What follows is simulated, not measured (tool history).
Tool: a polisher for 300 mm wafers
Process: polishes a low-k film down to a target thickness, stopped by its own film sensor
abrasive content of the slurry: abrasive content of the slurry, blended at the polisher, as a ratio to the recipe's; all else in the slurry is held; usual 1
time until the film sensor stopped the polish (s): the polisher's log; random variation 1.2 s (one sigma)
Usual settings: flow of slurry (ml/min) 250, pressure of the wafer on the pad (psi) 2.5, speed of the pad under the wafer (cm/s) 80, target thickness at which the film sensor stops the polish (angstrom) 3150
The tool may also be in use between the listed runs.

run	hour	flow of slurry (ml/min)	pressure of the wafer on the pad (psi)	speed of the pad under the wafer (cm/s)	abrasive content of the slurry	target thickness at which the film sensor stops the polish (angstrom)	wafers since the last listed run	wafers polished on this pad	hours since the slurry nozzle was cleaned	hours since the head pressure was calibrated	hours since the slurry blender was calibrated	hours since the conditioning disc was replaced	incoming thickness of the incoming film, nm	time until the film sensor stopped the polish (s)
1	0	250	2.5	80	1	3150	0	251	177.2	829.8	212.5	120.3	349.4	91.6
2	15.4	250	2.5	80	1	3150	166	418	192.6	845.2	227.9	135.7	347.9	86.2
3	27.4	250	2.5	80	1	3150	130	548	204.6	857.2	239.9	147.7	350.1	93.7
# hour 40: conditioning disc replaced and pad reconditioned
4	48.9	250	2.5	80	1	3150	211	760	226.1	878.7	261.4	8.9	353.5	105.5
# hour 62.3: slurry nozzle cleaned
# hour 74.6: worn pad replaced by a new one
5	75.1	250	2.5	80	1	3150	229	5	12.8	904.9	287.6	35.1	348.7	89.7
6	100.4	250	2.5	80	1	3150	274	280	38.1	930.2	312.9	60.4	347.9	85.7
7	128.9	250	2.5	80	1	3150	308	589	66.6	958.7	341.4	88.9	343.9	76.6
# hour 139.2: head pressure recalibrated
8	146.5	250	2.5	80	1	3150	169	758	84.2	7.3	359	106.5	351.5	101.7
9	159.7	250	3.2	80	1	3150	143	901	97.4	20.5	372.2	119.7	347.1	70
# hour 169.1: worn pad replaced by a new one
10	179	220	2.5	80	1.25	3150	165	107	116.7	39.8	391.5	139	352.7	90.2
# hour 210.8: conditioning disc replaced and pad reconditioned
11	213.7	250	2.5	90	1	3150	354	461	151.4	74.5	426.2	2.9	345	76.3
# hour 258.7: worn pad replaced by a new one
# hour 273.1: slurry blender recalibrated
# hour 293.6: slurry nozzle cleaned
12	314.6	195	2.9	80	0.75	3150	1017	572	21	175.4	41.5	103.8	346.9	101.7
# hour 346.2: conditioning disc replaced and pad reconditioned
13	349.6	250	3.2	80	1	3150	357	930	56	210.4	76.5	3.4	350.9	77.9
# hour 362.4: worn pad replaced by a new one
14	374.4	190	2.5	80	1	3150	225	130	80.8	235.2	101.3	28.2	351.6	97.4
15	398.4	290	2.5	80	1	3150	260	390	104.8	259.2	125.3	52.2	353	98.8
16	434.3	250	2.5	92	1.15	3150	389	779	140.7	295.1	161.2	88.1	350.5	84.1

3 ways to go on from here, each from the tool as it stands after run 16. What would each give?
A	434.7	250	2.5	80	1.3	3150	4	783	141.1	295.5	161.6	88.5	345.8	?
B	434.7	315	1.6	80	1.25	3150	4	783	141.1	295.5	161.6	88.5	345.8	?
C	434.7	250	2.5	60	0.75	3150	4	783	141.1	295.5	161.6	88.5	345.8	?

run	time until the film sensor stopped the polish (s)
A	71.4
B	111.3
C	126.6
Without the tool's hidden state the same runs would have given:
run	time until the film sensor stopped the polish (s)
A	68.5
B	106.8
C	121.5
